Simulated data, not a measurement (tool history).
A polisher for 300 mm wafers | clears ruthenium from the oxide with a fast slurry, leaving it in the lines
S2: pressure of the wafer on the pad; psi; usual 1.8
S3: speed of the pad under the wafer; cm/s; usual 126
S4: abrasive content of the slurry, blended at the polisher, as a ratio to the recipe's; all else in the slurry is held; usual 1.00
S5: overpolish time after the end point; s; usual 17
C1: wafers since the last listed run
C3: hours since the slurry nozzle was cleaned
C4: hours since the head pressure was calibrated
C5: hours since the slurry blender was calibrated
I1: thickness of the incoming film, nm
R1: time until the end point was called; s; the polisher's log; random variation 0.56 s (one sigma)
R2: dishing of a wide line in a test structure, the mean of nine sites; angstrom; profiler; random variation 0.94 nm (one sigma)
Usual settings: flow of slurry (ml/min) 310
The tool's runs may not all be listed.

{"run": 1, "day": 0.0, "flow of slurry (ml/min)": 310, "S2": 1.8, "S3": 126, "S4": 1.0, "S5": 17, "C1": 0, "wafers polished on this pad": 576, "C3": 417.0, "C4": 894.8, "C5": 78.5, "I1": 151.7, "R1": 39.2, "R2": 477}
{"run": 2, "day": 1.146, "flow of slurry (ml/min)": 390, "S2": 1.8, "S3": 126, "S4": 1.0, "S5": 17, "C1": 161, "wafers polished on this pad": 737, "C3": 444.5, "C4": 922.3, "C5": 106.0, "I1": 148.5, "R1": 40.2, "R2": 466}
{"day": 2.604, "done": "worn pad replaced by a new one"}
{"run": 3, "day": 3.05, "flow of slurry (ml/min)": 390, "S2": 1.8, "S3": 126, "S4": 1.0, "S5": 17, "C1": 244, "wafers polished on this pad": 62, "C3": 490.2, "C4": 968.0, "C5": 151.7, "I1": 149.5, "R1": 37.2, "R2": 483}
{"run": 4, "day": 4.421, "flow of slurry (ml/min)": 390, "S2": 1.8, "S3": 126, "S4": 1.0, "S5": 17, "C1": 192, "wafers polished on this pad": 255, "C3": 523.1, "C4": 1000.9, "C5": 184.6, "I1": 150.8, "R1": 38.5, "R2": 517}
{"day": 5.029, "done": "slurry blender recalibrated"}
{"run": 5, "day": 5.05, "flow of slurry (ml/min)": 310, "S2": 1.8, "S3": 126, "S4": 1.0, "S5": 17, "C1": 76, "wafers polished on this pad": 332, "C3": 538.2, "C4": 1016.0, "C5": 0.5, "I1": 148.2, "R1": 38.3, "R2": 501}
{"run": 6, "day": 6.488, "flow of slurry (ml/min)": 310, "S2": 1.8, "S3": 126, "S4": 1.0, "S5": 17, "C1": 202, "wafers polished on this pad": 534, "C3": 572.7, "C4": 1050.5, "C5": 35.0, "I1": 153.0, "R1": 40.4, "R2": 498}
{"run": 7, "day": 7.262, "flow of slurry (ml/min)": 310, "S2": 1.8, "S3": 126, "S4": 1.0, "S5": 17, "C1": 108, "wafers polished on this pad": 643, "C3": 591.3, "C4": 1069.1, "C5": 53.6, "I1": 150.9, "R1": 39.5, "R2": 482}
{"run": 8, "day": 8.738, "flow of slurry (ml/min)": 310, "S2": 1.8, "S3": 126, "S4": 1.0, "S5": 17, "C1": 207, "wafers polished on this pad": 850, "C3": 626.7, "C4": 1104.5, "C5": 89.0, "I1": 149.8, "R1": 41.2, "R2": 468}
{"day": 9.446, "done": "worn pad replaced by a new one"}
{"day": 10.196, "done": "head pressure recalibrated"}
{"run": 9, "day": 10.638, "flow of slurry (ml/min)": 310, "S2": 1.8, "S3": 126, "S4": 1.0, "S5": 17, "C1": 231, "wafers polished on this pad": 155, "C3": 672.3, "C4": 10.6, "C5": 134.6, "I1": 149.2, "R1": 39.9, "R2": 515}
{"run": 10, "day": 11.988, "flow of slurry (ml/min)": 310, "S2": 1.8, "S3": 126, "S4": 1.0, "S5": 17, "C1": 189, "wafers polished on this pad": 345, "C3": 704.7, "C4": 43.0, "C5": 167.0, "I1": 148.3, "R1": 39.6, "R2": 491}
{"day": 12.783, "done": "slurry blender recalibrated"}
{"run": 11, "day": 13.171, "flow of slurry (ml/min)": 310, "S2": 1.8, "S3": 126, "S4": 1.0, "S5": 17, "C1": 154, "wafers polished on this pad": 500, "C3": 733.1, "C4": 71.4, "C5": 9.3, "I1": 150.2, "R1": 40.1, "R2": 486}
{"run": 12, "day": 13.758, "flow of slurry (ml/min)": 310, "S2": 1.8, "S3": 126, "S4": 1.0, "S5": 17, "C1": 82, "wafers polished on this pad": 582, "C3": 747.2, "C4": 85.5, "C5": 23.4, "I1": 152.4, "R1": 40.4, "R2": 494}
{"run": 13, "day": 15.038, "flow of slurry (ml/min)": 310, "S2": 1.8, "S3": 126, "S4": 1.25, "S5": 24, "C1": 179, "wafers polished on this pad": 762, "C3": 777.9, "C4": 116.2, "C5": 54.1, "I1": 151.6, "R1": 38.9, "R2": 681}
{"day": 15.771, "done": "slurry nozzle cleaned"}
{"day": 16.179, "done": "worn pad replaced by a new one"}
{"run": 14, "day": 16.283, "flow of slurry (ml/min)": 310, "S2": 1.8, "S3": 126, "S4": 0.85, "S5": 14, "C1": 145, "wafers polished on this pad": 14, "C3": 12.3, "C4": 146.1, "C5": 84.0, "I1": 148.4, "R1": 41.0, "R2": 385}
{"run": 15, "day": 17.671, "flow of slurry (ml/min)": 310, "S2": 1.8, "S3": 126, "S4": 1.0, "S5": 17, "C1": 195, "wafers polished on this pad": 209, "C3": 45.6, "C4": 179.4, "C5": 117.3, "I1": 149.8, "R1": 39.3, "R2": 486}
{"run": 16, "day": 18.867, "flow of slurry (ml/min)": 310, "S2": 2.0, "S3": 126, "S4": 1.1, "S5": 17, "C1": 168, "wafers polished on this pad": 378, "C3": 74.3, "C4": 208.1, "C5": 146.0, "I1": 149.5, "R1": 34.9, "R2": 548}
{"run": 17, "day": 19.625, "flow of slurry (ml/min)": 340, "S2": 1.8, "S3": 126, "S4": 0.85, "S5": 17, "C1": 106, "wafers polished on this pad": 484, "C3": 92.5, "C4": 226.3, "C5": 164.2, "I1": 147.5, "R1": 40.5, "R2": 476}
{"run": 18, "day": 20.912, "flow of slurry (ml/min)": 380, "S2": 1.3, "S3": 126, "S4": 1.0, "S5": 17, "C1": 180, "wafers polished on this pad": 665, "C3": 123.4, "C4": 257.2, "C5": 195.1, "I1": 150.9, "R1": 55.7, "R2": 379}
{"day": 21.346, "done": "slurry blender recalibrated"}
{"run": 19, "day": 23.4, "flow of slurry (ml/min)": 280, "S2": 2.3, "S3": 142, "S4": 1.0, "S5": 17, "C1": 337, "wafers polished on this pad": 1003, "C3": 183.1, "C4": 316.9, "C5": 49.3, "I1": 151.7, "R1": 30.9, "R2": 618}
{"run": 20, "day": 24.067, "flow of slurry (ml/min)": 255, "S2": 1.8, "S3": 126, "S4": 1.0, "S5": 17, "C1": 93, "wafers polished on this pad": 1097, "C3": 199.1, "C4": 332.9, "C5": 65.3, "I1": 147.8, "R1": 42.4, "R2": 436}
{"day": 24.408, "done": "worn pad replaced by a new one"}
{"run": 21, "day": 25.567, "flow of slurry (ml/min)": 310, "S2": 1.8, "S3": 126, "S4": 1.0, "S5": 17, "C1": 187, "wafers polished on this pad": 162, "C3": 235.1, "C4": 368.9, "C5": 101.3, "I1": 150.2, "R1": 39.7, "R2": 504}
{"run": 22, "day": 26.283, "flow of slurry (ml/min)": 420, "S2": 1.8, "S3": 158, "S4": 0.75, "S5": 17, "C1": 100, "wafers polished on this pad": 263, "C3": 252.3, "C4": 386.1, "C5": 118.5, "I1": 152.8, "R1": 35.7, "R2": 554}
{"run": 23, "day": 27.329, "flow of slurry (ml/min)": 310, "S2": 1.8, "S3": 152, "S4": 1.25, "S5": 17, "C1": 147, "wafers polished on this pad": 410, "C3": 277.4, "C4": 411.2, "C5": 143.6, "I1": 150.7, "R1": 31.5, "R2": 603}
{"run": 24, "day": 28.133, "flow of slurry (ml/min)": 280, "S2": 2.3, "S3": 142, "S4": 1.0, "S5": 17, "C1": 113, "wafers polished on this pad": 523, "C3": 296.7, "C4": 430.5, "C5": 162.9, "I1": 149.8, "R1": 29.2, "R2": 643}
{"day": 28.508, "done": "slurry blender recalibrated"}
{"run": 25, "day": 29.446, "flow of slurry (ml/min)": 275, "S2": 2.1, "S3": 112, "S4": 1.0, "S5": 13, "C1": 172, "wafers polished on this pad": 696, "C3": 328.2, "C4": 462.0, "C5": 22.5, "I1": 150.7, "R1": 38.9, "R2": 393}
{"run": 26, "day": 30.467, "flow of slurry (ml/min)": 390, "S2": 1.8, "S3": 126, "S4": 1.0, "S5": 17, "C1": 143, "wafers polished on this pad": 839, "C3": 352.7, "C4": 486.5, "C5": 47.0, "I1": 149.3, "R1": 39.9, "R2": 485}
{"day": 31.908, "done": "worn pad replaced by a new one"}
{"run": 27, "day": 31.938, "flow of slurry (ml/min)": 310, "S2": 1.6, "S3": 146, "S4": 1.0, "S5": 11, "C1": 183, "wafers polished on this pad": 4, "C3": 388.0, "C4": 521.8, "C5": 82.3, "I1": 152.4, "R1": 39.0, "R2": 342}
{"run": 28, "day": 32.596, "flow of slurry (ml/min)": 310, "S2": 1.8, "S3": 126, "S4": 0.7, "S5": 17, "C1": 92, "wafers polished on this pad": 96, "C3": 403.8, "C4": 537.6, "C5": 98.1, "I1": 147.2, "R1": 43.3, "R2": 446}

Hidden state at the last listed run before each entry between runs and at the first one after, where it differs:
Between runs 2 and 3: worn pad replaced by a new one (day 2.604)
  removal rate lost through wear of the pad, %: 4.24 -> 0.137
  measured less the result without the state, R1: +1.7 -> +0.0 s; R2: -18 -> -1 angstrom
Between runs 4 and 5: slurry blender recalibrated (day 5.029)
  removal rate lost through wear of the pad, %: 0.579 -> 0.962
  measured less the result without the state, R1: +0.2 -> +0.3 s; R2: -3 -> -5 angstrom
Between runs 8 and 9: worn pad replaced by a new one (day 9.446); head pressure recalibrated (day 10.196)
  removal rate lost through wear of the pad, %: 5.47 -> 0.871
  measured less the result without the state, R1: +2.2 -> +0.3 s; R2: -24 -> -4 angstrom
Between runs 10 and 11: slurry blender recalibrated (day 12.783)
  removal rate lost through wear of the pad, %: 1.59 -> 2.65
  measured less the result without the state, R1: +0.7 -> +1.1 s; R2: -7 -> -11 angstrom
Between runs 13 and 14: slurry nozzle cleaned (day 15.771); worn pad replaced by a new one (day 16.179)
  removal rate lost through wear of the pad, %: 5.12 -> 0.684
  measured less the result without the state, R1: +2.0 -> +0.3 s; R2: -29 -> -2 angstrom
Between runs 18 and 19: slurry blender recalibrated (day 21.346)
  removal rate lost through wear of the pad, %: 3.88 -> 8.12
  measured less the result without the state, R1: +2.1 -> +2.5 s; R2: -14 -> -45 angstrom
Between runs 20 and 21: worn pad replaced by a new one (day 24.408)
  removal rate lost through wear of the pad, %: 9.55 -> 0.508
  measured less the result without the state, R1: +4.0 -> +0.2 s; R2: -40 -> -3 angstrom
Between runs 24 and 25: slurry blender recalibrated (day 28.508)
  removal rate lost through wear of the pad, %: 2.29 -> 3.93
  measured less the result without the state, R1: +0.7 -> +1.5 s; R2: -13 -> -14 angstrom
Between runs 26 and 27: worn pad replaced by a new one (day 31.908)
  removal rate lost through wear of the pad, %: 5.55 -> 0.469
  measured less the result without the state, R1: +2.3 -> +0.2 s; R2: -24 -> -1 angstrom

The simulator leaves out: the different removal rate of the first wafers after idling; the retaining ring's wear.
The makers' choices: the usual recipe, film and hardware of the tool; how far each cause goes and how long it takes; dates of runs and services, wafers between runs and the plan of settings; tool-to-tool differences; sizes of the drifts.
